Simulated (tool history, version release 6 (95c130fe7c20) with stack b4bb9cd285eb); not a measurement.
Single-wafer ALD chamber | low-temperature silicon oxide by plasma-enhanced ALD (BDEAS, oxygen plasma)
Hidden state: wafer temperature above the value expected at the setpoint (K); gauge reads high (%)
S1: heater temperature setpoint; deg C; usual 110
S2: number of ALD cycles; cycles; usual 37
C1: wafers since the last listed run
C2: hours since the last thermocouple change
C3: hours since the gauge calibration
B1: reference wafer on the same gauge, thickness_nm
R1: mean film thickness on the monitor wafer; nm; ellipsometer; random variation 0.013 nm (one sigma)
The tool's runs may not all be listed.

run 1 day=0 | S1=103 S2=37 | C1=0 C2=1687.1 C3=219 | B1=4.894 | R1=5.199
run 2 day=1.117 | S1=110 S2=37 | C1=206 C2=1713.9 C3=245.8 | B1=4.894 | R1=5.098
run 3 day=2.162 | S1=110 S2=37 | C1=193 C2=1739 C3=270.9 | B1=4.893 | R1=5.088
run 4 day=3.542 | S1=110 S2=37 | C1=254 C2=1772.1 C3=304 | B1=4.884 | R1=5.1
run 5 day=4.458 | S1=110 S2=37 | C1=169 C2=1794.1 C3=326 | B1=4.886 | R1=5.096
run 6 day=5.004 | S1=110 S2=37 | C1=100 C2=1807.2 C3=339.1 | B1=4.883 | R1=5.126
run 7 day=5.546 | S1=110 S2=42 | C1=99 C2=1820.2 C3=352.1 | B1=4.886 | R1=5.785
run 8 day=6.762 | S1=119 S2=37 | C1=224 C2=1849.4 C3=381.3 | B1=4.879 | R1=5.032
run 9 day=10.575 | S1=110 S2=37 | C1=703 C2=1940.9 C3=472.8 | B1=4.876 | R1=5.086
run 10 day=12.012 | S1=110 S2=37 | C1=265 C2=1975.4 C3=507.3 | B1=4.877 | R1=5.085
run 11 day=13.329 | S1=110 S2=34 | C1=243 C2=2007 C3=538.9 | B1=4.875 | R1=4.684
run 12 day=14.321 | S1=110 S2=34 | C1=183 C2=2030.8 C3=562.7 | B1=4.875 | R1=4.673
run 13 day=15.062 | S1=118 S2=35 | C1=136 C2=2048.6 C3=580.5 | B1=4.874 | R1=4.751
run 14 day=15.742 | S1=110 S2=37 | C1=125 C2=2064.9 C3=596.8 | B1=4.87 | R1=5.086
run 15 day=16.483 | S1=110 S2=37 | C1=136 C2=2082.7 C3=614.6 | B1=4.872 | R1=5.078
run 16 day=17.696 | S1=110 S2=37 | C1=223 C2=2111.8 C3=643.7 | B1=4.868 | R1=5.068
run 17 day=18.842 | S1=110 S2=40 | C1=211 C2=2139.3 C3=671.2 | B1=4.871 | R1=5.493
run 18 day=19.667 | S1=101 S2=42 | C1=152 C2=2159.1 C3=691 | B1=4.871 | R1=5.86
run 19 day=20.238 | S1=110 S2=37 | C1=105 C2=2172.8 C3=704.7 | B1=4.869 | R1=5.092
run 20 day=21.096 | S1=110 S2=33 | C1=158 C2=2193.4 C3=725.3 | B1=4.871 | R1=4.52
run 21 day=22.321 | S1=110 S2=33 | C1=226 C2=2222.8 C3=754.7 | B1=4.873 | R1=4.541
-- day=23.779 gauge calibrated
run 22 day=23.792 | S1=125 S2=40 | C1=271 C2=2258.1 C3=0.3 | B1=4.93 | R1=5.424
run 23 day=26 | S1=97 S2=32 | C1=407 C2=2311.1 C3=53.3 | B1=4.915 | R1=4.543
run 24 day=27.312 | S1=117 S2=31 | C1=242 C2=2342.6 C3=84.8 | B1=4.909 | R1=4.262
run 25 day=28.438 | S1=110 S2=32 | C1=207 C2=2369.6 C3=111.8 | B1=4.903 | R1=4.407
-- day=29.046 thermocouple changed; heater temperature recalibrated
run 26 day=29.067 | S1=122 S2=37 | C1=54 C2=0.5 C3=126.9 | B1=4.901 | R1=5.021
run 27 day=30.179 | S1=125 S2=37 | C1=205 C2=27.2 C3=153.6 | B1=4.898 | R1=4.978
run 28 day=30.862 | S1=110 S2=39 | C1=126 C2=43.6 C3=170 | B1=4.895 | R1=5.406
run 29 day=32.175 | S1=114 S2=31 | C1=242 C2=75.1 C3=201.5 | B1=4.892 | R1=4.25
run 30 day=33.221 | S1=98 S2=37 | C1=193 C2=100.2 C3=226.6 | B1=4.886 | R1=5.22
run 31 day=34.258 | S1=110 S2=34 | C1=191 C2=125.1 C3=251.5 | B1=4.884 | R1=4.702
run 32 day=35.333 | S1=106 S2=42 | C1=198 C2=150.9 C3=277.3 | B1=4.881 | R1=5.835
run 33 day=36.467 | S1=105 S2=30 | C1=209 C2=178.1 C3=304.5 | B1=4.881 | R1=4.178
run 34 day=37.362 | S1=122 S2=43 | C1=165 C2=199.6 C3=326 | B1=4.874 | R1=5.805
run 35 day=37.992 | S1=118 S2=37 | C1=116 C2=214.7 C3=341.1 | B1=4.877 | R1=5.024
run 36 day=39.275 | S1=121 S2=32 | C1=236 C2=245.5 C3=371.9 | B1=4.876 | R1=4.319
run 37 day=40.104 | S1=100 S2=35 | C1=153 C2=265.4 C3=391.8 | B1=4.873 | R1=4.897
run 38 day=40.842 | S1=123 S2=42 | C1=136 C2=283.1 C3=409.5 | B1=4.871 | R1=5.667
run 39 day=41.654 | S1=110 S2=37 | C1=149 C2=302.6 C3=429 | B1=4.871 | R1=5.1
run 40 day=42.629 | S1=114 S2=33 | C1=179 C2=326 C3=452.4 | B1=4.871 | R1=4.499
run 41 day=43.317 | S1=110 S2=37 | C1=126 C2=342.5 C3=468.9 | B1=4.867 | R1=5.092
run 42 day=44.55 | S1=110 S2=37 | C1=227 C2=372.1 C3=498.5 | B1=4.869 | R1=5.07
run 43 day=45.188 | S1=110 S2=30 | C1=117 C2=387.4 C3=513.8 | B1=4.869 | R1=4.125

5 ways to go on from here, each from the tool as it stands after run 43. What would each give?
run A day=45.208 | S1=110 S2=37 | C1=3 C2=387.9 C3=514.3 | B1=? | R1=?
run B day=45.208 | S1=98 S2=40 | C1=3 C2=387.9 C3=514.3 | B1=? | R1=?
run C day=45.208 | S1=101 S2=44 | C1=3 C2=387.9 C3=514.3 | B1=? | R1=?
run D day=45.208 | S1=116 S2=41 | C1=3 C2=387.9 C3=514.3 | B1=? | R1=?
run E day=45.208 | S1=121 S2=43 | C1=3 C2=387.9 C3=514.3 | B1=? | R1=?

run=A B1=4.865 R1=5.082
run=B B1=4.865 R1=5.607
run=C B1=4.865 R1=6.132
run=D B1=4.865 R1=5.577
run=E B1=4.865 R1=5.801
Without the tool's hidden state the same runs would have given:
run=A R1=5.148
run=B R1=5.679
run=C R1=6.211
run=D R1=5.649
run=E R1=5.876

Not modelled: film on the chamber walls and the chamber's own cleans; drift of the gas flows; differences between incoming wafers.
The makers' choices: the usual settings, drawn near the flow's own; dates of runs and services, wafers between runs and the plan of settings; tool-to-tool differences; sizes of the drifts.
